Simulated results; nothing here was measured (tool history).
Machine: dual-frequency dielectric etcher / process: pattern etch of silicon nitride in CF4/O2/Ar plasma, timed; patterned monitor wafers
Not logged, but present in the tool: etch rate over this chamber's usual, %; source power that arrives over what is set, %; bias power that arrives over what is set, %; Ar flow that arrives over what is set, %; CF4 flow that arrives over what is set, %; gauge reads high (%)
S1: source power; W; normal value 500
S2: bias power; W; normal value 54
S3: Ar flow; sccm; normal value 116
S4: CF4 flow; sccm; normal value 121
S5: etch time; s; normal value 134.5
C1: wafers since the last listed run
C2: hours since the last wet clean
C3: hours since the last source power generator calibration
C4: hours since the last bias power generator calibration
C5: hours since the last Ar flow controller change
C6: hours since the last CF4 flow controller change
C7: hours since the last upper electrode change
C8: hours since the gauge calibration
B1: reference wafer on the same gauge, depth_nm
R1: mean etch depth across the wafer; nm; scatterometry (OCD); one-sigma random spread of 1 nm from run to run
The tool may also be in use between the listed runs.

Run 1, hour 0: usual settings but S4 138 sccm; C1 0; C2 261.2; C3 2791.4; C4 3039.5; C5 4835.8; C6 4959.1; C7 5271.5; C8 1249.5; B1 233. Result: R1 283.9 nm.
At hour 106.7: wet clean of the chamber.
At hour 116.2: upper electrode replaced.
Run 2, hour 120.7: usual settings but S4 138 sccm; C1 933; C2 14; C3 2912.1; C4 3160.2; C5 4956.5; C6 5079.8; C7 4.5; C8 1370.2; B1 233.2. Result: R1 281.9 nm.
Run 3, hour 151.4: usual settings; C1 328; C2 44.7; C3 2942.8; C4 3190.9; C5 4987.2; C6 5110.5; C7 35.2; C8 1400.9; B1 233. Result: R1 276.7 nm.
At hour 189.5: Ar flow controller replaced.
Run 4, hour 211: usual settings but S4 106 sccm; C1 574; C2 104.3; C3 3002.4; C4 3250.5; C5 21.5; C6 5170.1; C7 94.8; C8 1460.5; B1 233.1. Result: R1 274.4 nm.
At hour 244.8: gauge calibrated.
Run 5, hour 259: usual settings but S4 106 sccm; C1 514; C2 152.3; C3 3050.4; C4 3298.5; C5 69.5; C6 5218.1; C7 142.8; C8 14.2; B1 233.1. Result: R1 274.3 nm.
Run 6, hour 315.1: usual settings but S4 106 sccm; C1 600; C2 208.4; C3 3106.5; C4 3354.6; C5 125.6; C6 5274.2; C7 198.9; C8 70.3; B1 233.1. Result: R1 273.5 nm.
Run 7, hour 354.8: usual settings but S1 420 W, S2 44 W; C1 425; C2 248.1; C3 3146.2; C4 3394.3; C5 165.3; C6 5313.9; C7 238.6; C8 110; B1 233. Result: R1 224.3 nm.
Run 8, hour 418.2: usual settings but S1 420 W, S2 62 W, S3 99 sccm, S4 140 sccm; C1 678; C2 311.5; C3 3209.6; C4 3457.7; C5 228.7; C6 5377.3; C7 302; C8 173.4; B1 233.1. Result: R1 266.9 nm.
At hour 490.8: wet clean of the chamber.
Run 9, hour 491.3: usual settings but S3 144 sccm; C1 525; C2 0.5; C3 3282.7; C4 3530.8; C5 301.8; C6 5450.4; C7 375.1; C8 246.5; B1 232.8. Result: R1 267.1 nm.
At hour 533.7: CF4 flow controller replaced.
Run 10, hour 538.9: usual settings but S3 141 sccm, S5 124.5 s; C1 445; C2 48.1; C3 3330.3; C4 3578.4; C5 349.4; C6 5.2; C7 422.7; C8 294.1; B1 233. Result: R1 246.7 nm.
Run 11, hour 579.7: usual settings but S1 390 W; C1 436; C2 88.9; C3 3371.1; C4 3619.2; C5 390.2; C6 46; C7 463.5; C8 334.9; B1 232.9. Result: R1 233.2 nm.
At hour 601.6: source power generator calibrated.
Run 12, hour 632.6: usual settings but S1 460 W, S2 48 W, S3 92 sccm; C1 523; C2 141.8; C3 31; C4 3672.1; C5 443.1; C6 98.9; C7 516.4; C8 387.8; B1 233.1. Result: R1 268.9 nm.
At hour 665.2: bias power generator calibrated.
Run 13, hour 692: usual settings but S2 64 W, S4 144 sccm; C1 593; C2 201.2; C3 90.4; C4 26.8; C5 502.5; C6 158.3; C7 575.8; C8 447.2; B1 233. Result: R1 316.1 nm.
Run 14, hour 750.8: usual settings but S4 135 sccm; C1 629; C2 260; C3 149.2; C4 85.6; C5 561.3; C6 217.1; C7 634.6; C8 506; B1 232.9. Result: R1 289.6 nm.
Run 15, hour 804.1: usual settings but S1 380 W, S2 42 W, S4 150 sccm, S5 106 s; C1 570; C2 313.3; C3 202.5; C4 138.9; C5 614.6; C6 270.4; C7 687.9; C8 559.3; B1 233.1. Result: R1 171 nm.
Run 16, hour 864.7: usual settings; C1 649; C2 373.9; C3 263.1; C4 199.5; C5 675.2; C6 331; C7 748.5; C8 619.9; B1 233.1. Result: R1 288.2 nm.
Run 17, hour 899.3: usual settings; C1 370; C2 408.5; C3 297.7; C4 234.1; C5 709.8; C6 365.6; C7 783.1; C8 654.5; B1 232.8. Result: R1 287.1 nm.
At hour 935.6: wet clean of the chamber.
Run 18, hour 936.1: usual settings but S2 67 W, S5 105.5 s; C1 137; C2 0.5; C3 334.5; C4 270.9; C5 746.6; C6 402.4; C7 819.9; C8 691.3; B1 233.1. Result: R1 245.7 nm.
Run 19, hour 976.4: usual settings but S2 61 W, S3 131 sccm; C1 431; C2 40.8; C3 374.8; C4 311.2; C5 786.9; C6 442.7; C7 860.2; C8 731.6; B1 232.8. Result: R1 296.1 nm.
Run 20, hour 1037.4: usual settings but S4 106 sccm; C1 653; C2 101.8; C3 435.8; C4 372.2; C5 847.9; C6 503.7; C7 921.2; C8 792.6; B1 232.9. Result: R1 284.9 nm.
Run 21, hour 1069.5: usual settings but S1 400 W, S4 139 sccm, S5 154.5 s; C1 343; C2 133.9; C3 467.9; C4 404.3; C5 880; C6 535.8; C7 953.3; C8 824.7; B1 233. Result: R1 284.9 nm.

Below are 4 alternative next runs, each starting from the tool's condition after run 21. Predict each:
Run A, hour 1070: usual settings but S5 117 s; C1 5; C2 134.4; C3 468.4; C4 404.8; C5 880.5; C6 536.3; C7 953.8; C8 825.2; B1 ?. Result: R1 ?.
Run B, hour 1070: usual settings but S4 108 sccm, S5 168.5 s; C1 5; C2 134.4; C3 468.4; C4 404.8; C5 880.5; C6 536.3; C7 953.8; C8 825.2; B1 ?. Result: R1 ?.
Run C, hour 1070: usual settings but S3 102 sccm; C1 5; C2 134.4; C3 468.4; C4 404.8; C5 880.5; C6 536.3; C7 953.8; C8 825.2; B1 ?. Result: R1 ?.
Run D, hour 1070: usual settings but S3 92 sccm; C1 5; C2 134.4; C3 468.4; C4 404.8; C5 880.5; C6 536.3; C7 953.8; C8 825.2; B1 ?. Result: R1 ?.

run     B1     R1
  A  232.9  249.2
  B  232.9  355.4
  C  232.9  292.7
  D  232.9  297.7
Had the tool no hidden state, the same runs would have come out as:
run     R1
  A  249.9
  B  356.4
  C  293.5
  D  298.5
